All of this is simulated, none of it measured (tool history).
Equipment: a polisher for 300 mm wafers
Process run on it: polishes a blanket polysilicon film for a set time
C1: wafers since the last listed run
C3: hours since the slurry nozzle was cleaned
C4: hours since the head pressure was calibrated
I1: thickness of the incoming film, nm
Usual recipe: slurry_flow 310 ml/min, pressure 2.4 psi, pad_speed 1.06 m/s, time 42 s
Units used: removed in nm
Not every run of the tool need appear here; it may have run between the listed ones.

Run 1, hour 0: usual settings but slurry_flow 275 ml/min, time 31 s; C1 0; wafers polished on this pad 425; C3 140.2; C4 865.6; I1 1545.1. Result: removed 233.6 nm.
Run 2, hour 27.4: usual settings; C1 280; wafers polished on this pad 705; C3 167.6; C4 893; I1 1536.5. Result: removed 314.6 nm.
Run 3, hour 53.6: usual settings; C1 267; wafers polished on this pad 972; C3 193.8; C4 919.2; I1 1543.1. Result: removed 316.2 nm.
Run 4, hour 66.2: usual settings but pad_speed 0.84 m/s; C1 128; wafers polished on this pad 1101; C3 206.4; C4 931.8; I1 1547.8. Result: removed 252.2 nm.
At hour 81: worn pad replaced by a new one.
Run 5, hour 100.1: usual settings but pressure 2.2 psi; C1 305; wafers polished on this pad 195; C3 240.3; C4 965.7; I1 1546.7. Result: removed 287.3 nm.
Run 6, hour 123.5: usual settings but pressure 2.2 psi; C1 239; wafers polished on this pad 434; C3 263.7; C4 989.1; I1 1520.5. Result: removed 296.7 nm.
Run 7, hour 144.2: usual settings but time 47 s; C1 211; wafers polished on this pad 645; C3 284.4; C4 1009.8; I1 1530.9. Result: removed 349.4 nm.
Run 8, hour 174.7: usual settings but time 47 s; C1 311; wafers polished on this pad 957; C3 314.9; C4 1040.3; I1 1504.1. Result: removed 359.6 nm.
Run 9, hour 190.7: usual settings but time 47 s; C1 163; wafers polished on this pad 1121; C3 330.9; C4 1056.3; I1 1544.2. Result: removed 357.1 nm.
At hour 220.1: worn pad replaced by a new one.
Run 10, hour 220.7: usual settings; C1 265; wafers polished on this pad 5; C3 360.9; C4 1086.3; I1 1548.8. Result: removed 318.9 nm.
Run 11, hour 247.4: usual settings; C1 272; wafers polished on this pad 278; C3 387.6; C4 1113; I1 1544.2. Result: removed 313 nm.
Run 12, hour 278.7: usual settings; C1 319; wafers polished on this pad 598; C3 418.9; C4 1144.3; I1 1566. Result: removed 319.8 nm.
Run 13, hour 311.4: usual settings; C1 334; wafers polished on this pad 933; C3 451.6; C4 1177; I1 1546.8. Result: removed 313.6 nm.
Run 14, hour 329: usual settings; C1 179; wafers polished on this pad 1112; C3 469.2; C4 1194.6; I1 1532.9. Result: removed 310.8 nm.
Run 15, hour 344.4: usual settings but slurry_flow 365 ml/min, pressure 2.6 psi, pad_speed 1.26 m/s, time 30 s; C1 157; wafers polished on this pad 1270; C3 484.6; C4 1210; I1 1544.7. Result: removed 295 nm.
At hour 354.4: head pressure recalibrated.
At hour 363.1: worn pad replaced by a new one.
Run 16, hour 363.6: usual settings but pressure 1.8 psi; C1 134; wafers polished on this pad 5; C3 503.8; C4 9.2; I1 1535.9. Result: removed 238.1 nm.
Run 17, hour 383.6: usual settings but slurry_flow 345 ml/min, pressure 3 psi, pad_speed 1.4 m/s, time 56 s; C1 204; wafers polished on this pad 209; C3 523.8; C4 29.2; I1 1526.7. Result: removed 711.8 nm.
Run 18, hour 406.1: usual settings but pad_speed 0.7 m/s; C1 229; wafers polished on this pad 439; C3 546.3; C4 51.7; I1 1533. Result: removed 209.4 nm.
Run 19, hour 429.5: usual settings but slurry_flow 340 ml/min, pressure 2.8 psi, pad_speed 0.78 m/s; C1 239; wafers polished on this pad 678; C3 569.7; C4 75.1; I1 1520.6. Result: removed 279.6 nm.
Run 20, hour 454.2: usual settings; C1 252; wafers polished on this pad 931; C3 594.4; C4 99.8; I1 1547.5. Result: removed 316.8 nm.
At hour 481.8: slurry nozzle cleaned.
At hour 507.5: worn pad replaced by a new one.
Run 21, hour 557.8: usual settings; C1 1007; wafers polished on this pad 513; C3 76; C4 203.4; I1 1524.5. Result: removed 318.3 nm.
Run 22, hour 578.7: usual settings but slurry_flow 255 ml/min, pressure 3 psi; C1 213; wafers polished on this pad 727; C3 96.9; C4 224.3; I1 1540. Result: removed 398.3 nm.

What will run 23 give?
Run 23, hour 614.4: usual settings; C1 364; wafers polished on this pad 1092; C3 132.6; C4 260; I1 1551. Result: removed ?.

{"run 23": {"removed": 320.5}}
On a tool with no hidden condition, and with the same random variation, this run would have come out at removed 320.5 nm.
